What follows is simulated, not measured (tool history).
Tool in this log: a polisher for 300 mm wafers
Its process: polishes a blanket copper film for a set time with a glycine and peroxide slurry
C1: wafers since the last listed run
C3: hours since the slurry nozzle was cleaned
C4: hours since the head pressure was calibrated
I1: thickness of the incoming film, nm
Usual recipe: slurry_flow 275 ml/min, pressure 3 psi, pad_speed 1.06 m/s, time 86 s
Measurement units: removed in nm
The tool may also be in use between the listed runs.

Run 1, hour 0: usual settings but slurry_flow 335 ml/min; C1 0; wafers polished on this pad 758; C3 264.8; C4 611.6; I1 1992.9. Result: removed 496.4 nm.
Run 2, hour 19.6: usual settings but slurry_flow 335 ml/min; C1 127; wafers polished on this pad 885; C3 284.4; C4 631.2; I1 1974.6. Result: removed 496.6 nm.
Run 3, hour 37.7: usual settings; C1 117; wafers polished on this pad 1003; C3 302.5; C4 649.3; I1 2006.1. Result: removed 486.9 nm.
Run 4, hour 73.1: usual settings; C1 230; wafers polished on this pad 1233; C3 337.9; C4 684.7; I1 1988.8. Result: removed 486.5 nm.
At hour 77.4: worn pad replaced by a new one.
Run 5, hour 86.4: usual settings but pressure 3.3 psi; C1 60; wafers polished on this pad 58; C3 351.2; C4 698; I1 1984.9. Result: removed 530.9 nm.
Run 6, hour 111.8: usual settings but time 66 s; C1 165; wafers polished on this pad 223; C3 376.6; C4 723.4; I1 1986.5. Result: removed 374.4 nm.
Run 7, hour 135.4: usual settings but time 66 s; C1 153; wafers polished on this pad 376; C3 400.2; C4 747; I1 1996.2. Result: removed 372.6 nm.
Run 8, hour 162.1: usual settings but time 66 s; C1 173; wafers polished on this pad 550; C3 426.9; C4 773.7; I1 2006.7. Result: removed 371.5 nm.
Run 9, hour 188: usual settings; C1 168; wafers polished on this pad 718; C3 452.8; C4 799.6; I1 2031.7. Result: removed 484.2 nm.
Run 10, hour 205.6: usual settings; C1 114; wafers polished on this pad 833; C3 470.4; C4 817.2; I1 1995.3. Result: removed 490.2 nm.
Run 11, hour 220.6: usual settings; C1 97; wafers polished on this pad 930; C3 485.4; C4 832.2; I1 1973.4. Result: removed 484.5 nm.
At hour 227.5: worn pad replaced by a new one.
Run 12, hour 245.4: usual settings but pressure 2.2 psi; C1 135; wafers polished on this pad 116; C3 510.2; C4 857; I1 1988.5. Result: removed 372.6 nm.
Run 13, hour 266.5: usual settings; C1 137; wafers polished on this pad 253; C3 531.3; C4 878.1; I1 1991.9. Result: removed 481.9 nm.
Run 14, hour 286.9: usual settings; C1 132; wafers polished on this pad 386; C3 551.7; C4 898.5; I1 1982.3. Result: removed 482.8 nm.
Run 15, hour 316.7: usual settings; C1 193; wafers polished on this pad 579; C3 581.5; C4 928.3; I1 1976.6. Result: removed 474.4 nm.
Run 16, hour 332.1: usual settings; C1 100; wafers polished on this pad 679; C3 596.9; C4 943.7; I1 2006.3. Result: removed 475.5 nm.
Run 17, hour 360.7: usual settings but slurry_flow 225 ml/min, pad_speed 0.9 m/s; C1 185; wafers polished on this pad 865; C3 625.5; C4 972.3; I1 2003.3. Result: removed 407.4 nm.
At hour 398: worn pad replaced by a new one.
Run 18, hour 398.5: usual settings but time 66 s; C1 219; wafers polished on this pad 3; C3 663.3; C4 1010.1; I1 1983.7. Result: removed 359.8 nm.
Run 19, hour 432.6: usual settings but pressure 3.6 psi; C1 221; wafers polished on this pad 224; C3 697.4; C4 1044.2; I1 2019.1. Result: removed 545.7 nm.
At hour 437: head pressure recalibrated.
Run 20, hour 455.1: usual settings but slurry_flow 340 ml/min, pressure 2.3 psi, pad_speed 1.16 m/s, time 107 s; C1 133; wafers polished on this pad 358; C3 719.9; C4 18.1; I1 2001.7. Result: removed 505.8 nm.
At hour 459.4: slurry nozzle cleaned.
Run 21, hour 483.2: usual settings but pressure 2.7 psi, time 116 s; C1 176; wafers polished on this pad 534; C3 23.8; C4 46.2; I1 1992.6. Result: removed 603.7 nm.
Run 22, hour 497: usual settings but time 66 s; C1 89; wafers polished on this pad 623; C3 37.6; C4 60; I1 2015.9. Result: removed 380 nm.
Run 23, hour 524.3: usual settings but slurry_flow 320 ml/min, pressure 3.8 psi, pad_speed 1.38 m/s; C1 177; wafers polished on this pad 801; C3 64.9; C4 87.3; I1 2007.3. Result: removed 770.7 nm.
Run 24, hour 538.1: usual settings but time 66 s; C1 89; wafers polished on this pad 891; C3 78.7; C4 101.1; I1 1979.8. Result: removed 384.7 nm.
Run 25, hour 553.2: usual settings but pressure 3.4 psi, pad_speed 1.24 m/s, time 77 s; C1 98; wafers polished on this pad 989; C3 93.8; C4 116.2; I1 1990. Result: removed 561.9 nm.
At hour 573.1: worn pad replaced by a new one.
Run 26, hour 573.6: usual settings but slurry_flow 315 ml/min, pressure 2.6 psi, pad_speed 0.7 m/s, time 63 s; C1 106; wafers polished on this pad 2; C3 114.2; C4 136.6; I1 2029.9. Result: removed 233.5 nm.
Run 27, hour 594: usual settings but slurry_flow 355 ml/min, pressure 2.3 psi, time 112 s; C1 132; wafers polished on this pad 135; C3 134.6; C4 157; I1 2002.5. Result: removed 519.3 nm.
Run 28, hour 614: usual settings but slurry_flow 345 ml/min; C1 130; wafers polished on this pad 265; C3 154.6; C4 177; I1 1997.9. Result: removed 506.6 nm.
Run 29, hour 640.7: usual settings but slurry_flow 205 ml/min, pressure 3.9 psi, pad_speed 0.86 m/s, time 68 s; C1 173; wafers polished on this pad 439; C3 181.3; C4 203.7; I1 2034. Result: removed 391.4 nm.
Run 30, hour 663.8: usual settings but pressure 2.2 psi; C1 150; wafers polished on this pad 589; C3 204.4; C4 226.8; I1 2017.3. Result: removed 378 nm.
Run 31, hour 695.2: usual settings but slurry_flow 215 ml/min, pressure 4 psi, time 97 s; C1 204; wafers polished on this pad 793; C3 235.8; C4 258.2; I1 2003. Result: removed 699.5 nm.
Run 32, hour 728.7: usual settings but pad_speed 0.76 m/s; C1 217; wafers polished on this pad 1011; C3 269.3; C4 291.7; I1 1992.7. Result: removed 371.3 nm.

What if the next run were any one of these 3? Each begins from the tool's condition after run 32:
Run A, hour 729.1: usual settings but slurry_flow 365 ml/min; C1 2; wafers polished on this pad 1013; C3 269.7; C4 292.1; I1 1994. Result: removed ?.
Run B, hour 729.1: usual settings but pad_speed 0.92 m/s; C1 2; wafers polished on this pad 1013; C3 269.7; C4 292.1; I1 1994. Result: removed ?.
Run C, hour 729.1: usual settings but pad_speed 1.38 m/s; C1 2; wafers polished on this pad 1013; C3 269.7; C4 292.1; I1 1994. Result: removed ?.

run  removed
  A    498.8
  B    433.8
  C    612.4
What these runs would have given with no unlogged condition in the tool:
run  removed
  A      502
  B    437.3
  C    617.3

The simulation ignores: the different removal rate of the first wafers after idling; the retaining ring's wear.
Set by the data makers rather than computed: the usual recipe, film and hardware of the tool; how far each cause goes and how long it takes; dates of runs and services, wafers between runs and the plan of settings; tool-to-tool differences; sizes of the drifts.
